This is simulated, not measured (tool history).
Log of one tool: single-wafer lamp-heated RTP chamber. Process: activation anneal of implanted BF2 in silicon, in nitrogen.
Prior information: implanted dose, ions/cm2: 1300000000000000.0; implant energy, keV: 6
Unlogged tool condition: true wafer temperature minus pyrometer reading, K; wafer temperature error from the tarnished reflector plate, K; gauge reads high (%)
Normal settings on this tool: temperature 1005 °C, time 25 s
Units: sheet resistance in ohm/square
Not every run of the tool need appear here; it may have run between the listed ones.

run     day  temperature  time  wafers since the last listed run  wafers since the last pyrometer calibration  wafers since the reflector plate was cleaned  hours since the gauge calibration  read-back reference wafer on the same gauge, sheet resistance  sheet resistance
  1   0.000         1005    25                                 0                                         4814                                          6220                              829.9                                                         234.45            219.79
      0.221  -- pyrometer window cleaned and pyrometer calibrated
      2.938  -- reflector plate cleaned
  2   2.958         1005    25                               600                                          600                                             5                              900.9                                                         233.81            228.10
  3  11.308         1005    14                              2084                                         2685                                          2090                             1101.3                                                         233.61            271.53
  4  12.433         1005    14                               280                                         2966                                          2371                             1128.3                                                         234.07            271.07
  5  14.200          999    19                               441                                         3407                                          2812                             1170.7                                                         234.26            263.48
     17.808  -- gauge calibrated
  6  20.504         1005    25                              1573                                         4981                                          4386                               64.7                                                         233.66            220.88
     22.617  -- pyrometer window cleaned and pyrometer calibrated
  7  22.688         1005    25                               461                                           17                                          4847                              117.1                                                         234.62            220.73
  8  27.521         1025    30                              1206                                         1223                                          6054                              233.1                                                         234.02            174.25
  9  28.929          988    10                               351                                         1575                                          6406                              266.9                                                         233.90            354.03
 10  30.550          986    11                               404                                         1980                                          6810                              305.8                                                         234.15            354.83
 11  32.442          991    18                               472                                         2452                                          7283                              351.2                                                         234.18            291.76
     33.875  -- reflector plate cleaned
 12  33.896         1005    33                               279                                         2732                                             5                              386.1                                                         233.68            209.40
 13  36.475         1005    25                               643                                         3376                                           649                              448.0                                                         234.45            227.66
     44.425  -- pyrometer window cleaned and pyrometer calibrated
 14  44.467         1005    12                              1911                                           10                                          2561                              639.8                                                         233.82            288.06

For some of the steps in sheet resistance from one run to the next: how much would appear even if the tool had no hidden state, given the settings, what came in and random variation, and how much remains for the hidden state plus any gauge scatter that the measured result and the result without hidden state don't share?
Run 8 -> 9: temperature 1025 -> 988, time 30 -> 10. sheet resistance +179.78 ohm/square: hidden state -10.42, all else +190.20.
Run 11 -> 12: temperature 991 -> 1005, time 18 -> 33, reflector plate cleaned. sheet resistance -82.36 ohm/square: hidden state +14.15, all else -96.51.
